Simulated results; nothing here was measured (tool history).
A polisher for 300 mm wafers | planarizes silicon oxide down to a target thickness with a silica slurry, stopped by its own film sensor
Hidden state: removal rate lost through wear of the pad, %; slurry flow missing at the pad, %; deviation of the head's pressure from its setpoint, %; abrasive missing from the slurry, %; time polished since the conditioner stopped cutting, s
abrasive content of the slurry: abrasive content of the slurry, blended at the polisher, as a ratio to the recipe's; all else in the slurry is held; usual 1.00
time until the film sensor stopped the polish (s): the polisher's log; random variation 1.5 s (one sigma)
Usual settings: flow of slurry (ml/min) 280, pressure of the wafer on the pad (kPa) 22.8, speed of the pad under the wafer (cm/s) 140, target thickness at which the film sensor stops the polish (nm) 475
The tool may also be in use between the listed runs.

| run | hour | flow of slurry (ml/min) | pressure of the wafer on the pad (kPa) | speed of the pad under the wafer (cm/s) | abrasive content of the slurry | target thickness at which the film sensor stops the polish (nm) | wafers since the last listed run | wafers polished on this pad | hours since the slurry nozzle was cleaned | hours since the head pressure was calibrated | hours since the slurry blender was calibrated | hours since the conditioning disc was replaced | incoming thickness of the incoming film, nm | time until the film sensor stopped the polish (s) |
|---|---|---|---|---|---|---|---|---|---|---|---|---|---|---|
| 1 | 0.0 | 280 | 22.8 | 106 | 1.00 | 475 | 0 | 939 | 205.3 | 916.7 | 343.9 | 437.5 | 681.8 | 121.5 |
| 2 | 12.8 | 280 | 22.8 | 106 | 1.00 | 475 | 117 | 1056 | 218.1 | 929.5 | 356.7 | 450.3 | 682.1 | 122.5 |
|  | 27.9 | worn pad replaced by a new one |
| 3 | 28.4 | 280 | 22.8 | 106 | 1.00 | 475 | 106 | 5 | 233.7 | 945.1 | 372.3 | 465.9 | 689.7 | 108.4 |
| 4 | 34.5 | 280 | 22.8 | 140 | 1.00 | 475 | 55 | 60 | 239.8 | 951.2 | 378.4 | 472.0 | 682.8 | 83.4 |
|  | 37.0 | slurry nozzle cleaned |
|  | 41.8 | conditioning disc replaced and pad reconditioned |
| 5 | 49.6 | 280 | 22.8 | 140 | 1.00 | 475 | 110 | 171 | 12.6 | 966.3 | 393.5 | 7.8 | 675.3 | 83.5 |
| 6 | 57.2 | 280 | 22.8 | 140 | 1.00 | 475 | 69 | 240 | 20.2 | 973.9 | 401.1 | 15.4 | 679.6 | 89.0 |
| 7 | 65.6 | 280 | 22.8 | 140 | 1.00 | 475 | 76 | 317 | 28.6 | 982.3 | 409.5 | 23.8 | 687.9 | 90.8 |
| 8 | 79.4 | 280 | 22.8 | 140 | 1.00 | 475 | 126 | 443 | 42.4 | 996.1 | 423.3 | 37.6 | 676.3 | 91.2 |
| 9 | 93.7 | 280 | 22.8 | 186 | 1.00 | 452 | 130 | 574 | 56.7 | 1010.4 | 437.6 | 51.9 | 679.1 | 83.7 |
| 10 | 104.3 | 280 | 22.8 | 156 | 1.10 | 475 | 96 | 671 | 67.3 | 1021.0 | 448.2 | 62.5 | 684.7 | 84.4 |
| 11 | 119.5 | 280 | 26.9 | 96 | 1.00 | 475 | 138 | 810 | 82.5 | 1036.2 | 463.4 | 77.7 | 687.2 | 113.4 |
|  | 133.8 | slurry blender recalibrated |
|  | 135.9 | worn pad replaced by a new one |
| 12 | 136.4 | 280 | 22.8 | 140 | 1.00 | 475 | 117 | 4 | 99.4 | 1053.1 | 2.6 | 94.6 | 681.7 | 83.1 |
|  | 142.5 | head pressure recalibrated |
| 13 | 146.7 | 280 | 22.8 | 140 | 1.00 | 475 | 75 | 80 | 109.7 | 4.2 | 12.9 | 104.9 | 676.8 | 82.6 |
| 14 | 159.1 | 280 | 22.8 | 140 | 1.00 | 475 | 113 | 193 | 122.1 | 16.6 | 25.3 | 117.3 | 665.4 | 82.9 |
| 15 | 165.5 | 340 | 22.8 | 116 | 0.85 | 475 | 58 | 252 | 128.5 | 23.0 | 31.7 | 123.7 | 684.8 | 106.8 |
| 16 | 182.1 | 315 | 22.8 | 140 | 1.30 | 475 | 151 | 403 | 145.1 | 39.6 | 48.3 | 140.3 | 685.3 | 86.3 |
| 17 | 193.6 | 315 | 22.8 | 114 | 1.00 | 525 | 105 | 509 | 156.6 | 51.1 | 59.8 | 151.8 | 677.3 | 78.8 |
| 18 | 203.4 | 205 | 19.3 | 154 | 1.00 | 518 | 89 | 598 | 166.4 | 60.9 | 69.6 | 161.6 | 672.6 | 79.1 |
| 19 | 221.1 | 200 | 19.3 | 140 | 1.00 | 407 | 161 | 760 | 184.1 | 78.6 | 87.3 | 179.3 | 673.7 | 149.6 |
| 20 | 228.4 | 370 | 31.0 | 102 | 1.00 | 475 | 66 | 827 | 191.4 | 85.9 | 94.6 | 186.6 | 682.2 | 86.3 |
| 21 | 240.6 | 280 | 22.8 | 140 | 1.00 | 475 | 111 | 938 | 203.6 | 98.1 | 106.8 | 198.8 | 667.7 | 88.8 |
| 22 | 258.2 | 280 | 22.8 | 114 | 1.20 | 475 | 160 | 1099 | 221.2 | 115.7 | 124.4 | 216.4 | 672.1 | 103.3 |
|  | 262.5 | worn pad replaced by a new one |
| 23 | 270.2 | 210 | 20.7 | 140 | 1.00 | 475 | 73 | 70 | 233.2 | 127.7 | 136.4 | 228.4 | 681.6 | 94.5 |
| 24 | 276.4 | 280 | 22.8 | 140 | 1.00 | 475 | 56 | 127 | 239.4 | 133.9 | 142.6 | 234.6 | 678.1 | 86.5 |
|  | 285.1 | slurry nozzle cleaned |
| 25 | 300.1 | 280 | 25.5 | 140 | 1.00 | 475 | 207 | 334 | 15.0 | 157.6 | 166.3 | 258.3 | 686.2 | 84.7 |

5 ways to go on from here, each from the tool as it stands after run 25. What would each give?
| A | 300.5 | 280 | 22.8 | 94 | 1.00 | 475 | 3 | 338 | 15.4 | 158.0 | 166.7 | 258.7 | 679.2 | ? |
| B | 300.5 | 280 | 18.6 | 140 | 1.00 | 475 | 3 | 338 | 15.4 | 158.0 | 166.7 | 258.7 | 679.2 | ? |
| C | 300.5 | 315 | 22.8 | 188 | 0.75 | 475 | 3 | 338 | 15.4 | 158.0 | 166.7 | 258.7 | 679.2 | ? |
| D | 300.5 | 280 | 22.8 | 140 | 1.10 | 475 | 3 | 338 | 15.4 | 158.0 | 166.7 | 258.7 | 679.2 | ? |
| E | 300.5 | 205 | 29.6 | 162 | 1.00 | 544 | 3 | 338 | 15.4 | 158.0 | 166.7 | 258.7 | 679.2 | ? |

| run | time until the film sensor stopped the polish (s) |
|---|---|
| A | 119.9 |
| B | 106.5 |
| C | 74.2 |
| D | 84.8 |
| E | 40.2 |
Without the tool's hidden state the same runs would have given:
| run | time until the film sensor stopped the polish (s) |
|---|---|
| A | 107.4 |
| B | 95.4 |
| C | 66.4 |
| D | 76.0 |
| E | 36.0 |
